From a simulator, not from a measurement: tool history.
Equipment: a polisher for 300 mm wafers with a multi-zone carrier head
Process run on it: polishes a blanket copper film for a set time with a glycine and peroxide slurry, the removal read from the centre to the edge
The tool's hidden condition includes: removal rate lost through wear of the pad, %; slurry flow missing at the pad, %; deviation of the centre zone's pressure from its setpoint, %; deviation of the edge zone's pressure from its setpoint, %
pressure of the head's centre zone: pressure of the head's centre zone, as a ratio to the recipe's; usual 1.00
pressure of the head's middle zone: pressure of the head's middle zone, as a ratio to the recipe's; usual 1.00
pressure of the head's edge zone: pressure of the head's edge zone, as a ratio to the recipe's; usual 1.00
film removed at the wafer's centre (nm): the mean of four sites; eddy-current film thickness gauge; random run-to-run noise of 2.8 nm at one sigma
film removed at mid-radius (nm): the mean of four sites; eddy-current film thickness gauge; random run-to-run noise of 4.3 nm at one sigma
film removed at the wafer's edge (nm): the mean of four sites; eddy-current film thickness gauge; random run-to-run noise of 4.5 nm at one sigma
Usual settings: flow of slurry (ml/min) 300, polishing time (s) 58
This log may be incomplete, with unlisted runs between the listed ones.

run	hour	flow of slurry (ml/min)	pressure of the head's centre zone	pressure of the head's middle zone	pressure of the head's edge zone	polishing time (s)	wafers since the last listed run	wafers polished on this pad	hours since the slurry nozzle was cleaned	hours since the centre zone pressure was calibrated	hours since the edge zone pressure was calibrated	hours since the carrier head's membrane was replaced	incoming thickness of the incoming film, nm	film removed at the wafer's centre (nm)	film removed at mid-radius (nm)	film removed at the wafer's edge (nm)
1	0.0	300	1.00	1.00	1.00	58	0	1519	23.2	1164.1	71.6	104.2	1551.5	314.1	337.1	345.7
2	29.8	240	1.00	1.00	1.00	58	365	1884	53.0	1193.9	101.4	134.0	1562.6	302.4	334.6	342.6
# hour 40.0: worn pad replaced by a new one
3	84.0	240	1.00	1.00	1.00	58	615	539	107.2	1248.1	155.6	188.2	1592.4	305.1	331.5	334.5
4	100.8	240	1.00	1.00	1.00	58	205	745	124.0	1264.9	172.4	205.0	1564.0	303.0	327.1	341.3
# hour 113.0: centre zone pressure recalibrated
5	133.8	300	1.00	1.00	1.00	58	379	1125	157.0	20.8	205.4	238.0	1553.0	332.7	338.7	343.8
6	150.3	300	1.00	1.00	1.00	58	202	1327	173.5	37.3	221.9	254.5	1584.1	329.9	337.7	347.1
7	183.6	300	1.00	1.00	0.89	58	408	1735	206.8	70.6	255.2	287.8	1537.5	333.8	339.0	331.6
8	199.7	300	0.96	0.89	1.08	66	197	1932	222.9	86.7	271.3	303.9	1572.8	368.3	354.0	403.2
9	223.0	300	0.94	0.89	1.12	49	285	2218	246.2	110.0	294.6	327.2	1595.4	262.1	261.7	313.1
# hour 235.2: worn pad replaced by a new one
10	243.0	375	0.90	0.94	1.00	58	196	95	266.2	130.0	314.6	347.2	1555.0	300.9	326.8	354.2
11	263.3	390	1.00	1.00	1.00	58	248	344	286.5	150.3	334.9	367.5	1578.6	344.7	350.6	345.1
12	296.2	300	1.00	1.00	0.89	47	403	747	319.4	183.2	367.8	400.4	1582.8	269.1	280.0	259.8
13	322.9	300	1.00	1.00	1.00	58	327	1074	346.1	209.9	394.5	427.1	1552.7	331.7	331.7	347.7
14	338.9	300	0.92	1.00	1.00	58	196	1270	362.1	225.9	410.5	443.1	1550.5	299.1	332.9	346.1
15	359.5	300	1.00	1.00	1.00	58	252	1523	382.7	246.5	431.1	463.7	1562.4	328.6	335.9	346.6
# hour 379.2: slurry nozzle cleaned
16	387.1	300	1.07	1.00	0.94	58	326	1849	7.9	274.1	458.7	491.3	1575.8	351.1	334.6	338.6
# hour 410.6: worn pad replaced by a new one
17	413.5	300	1.00	1.11	1.00	58	274	35	34.3	300.5	485.1	517.7	1562.6	329.6	363.8	355.0
18	440.5	300	0.96	0.89	1.08	66	330	366	61.3	327.5	512.1	544.7	1558.2	362.4	345.7	407.6
19	473.0	300	0.93	1.06	1.09	58	398	764	93.8	360.0	544.6	577.2	1565.3	308.6	358.8	360.2
20	485.2	300	1.00	1.00	1.12	58	149	914	106.0	372.2	556.8	589.4	1576.8	328.7	336.6	366.2
21	498.5	300	1.00	1.00	1.00	58	163	1077	119.3	385.5	570.1	602.7	1553.8	327.0	342.4	348.2
22	510.6	300	1.11	1.10	1.00	58	148	1225	131.4	397.6	582.2	614.8	1579.9	364.6	373.1	345.3
23	522.9	300	0.89	1.00	1.03	58	150	1376	143.7	409.9	594.5	627.1	1557.2	292.9	328.9	347.3

3 ways to go on from here, each from the tool as it stands after run 23. What would each give?
A	523.3	300	0.91	1.00	1.00	58	4	1381	144.1	410.3	594.9	627.5	1561.2	?	?	?
B	523.3	300	1.00	1.00	1.09	58	4	1381	144.1	410.3	594.9	627.5	1561.2	?	?	?
C	523.3	340	0.91	1.03	1.00	45	4	1381	144.1	410.3	594.9	627.5	1561.2	?	?	?

run	film removed at the wafer's centre (nm)	film removed at mid-radius (nm)	film removed at the wafer's edge (nm)
A	294.3	339.7	348.2
B	323.7	339.5	362.4
C	231.6	273.6	272.7
Had the tool no hidden state, the same runs would have come out as:
run	film removed at the wafer's centre (nm)	film removed at mid-radius (nm)	film removed at the wafer's edge (nm)
A	303.2	339.6	348.2
B	333.5	339.4	362.4
C	238.6	273.6	272.7
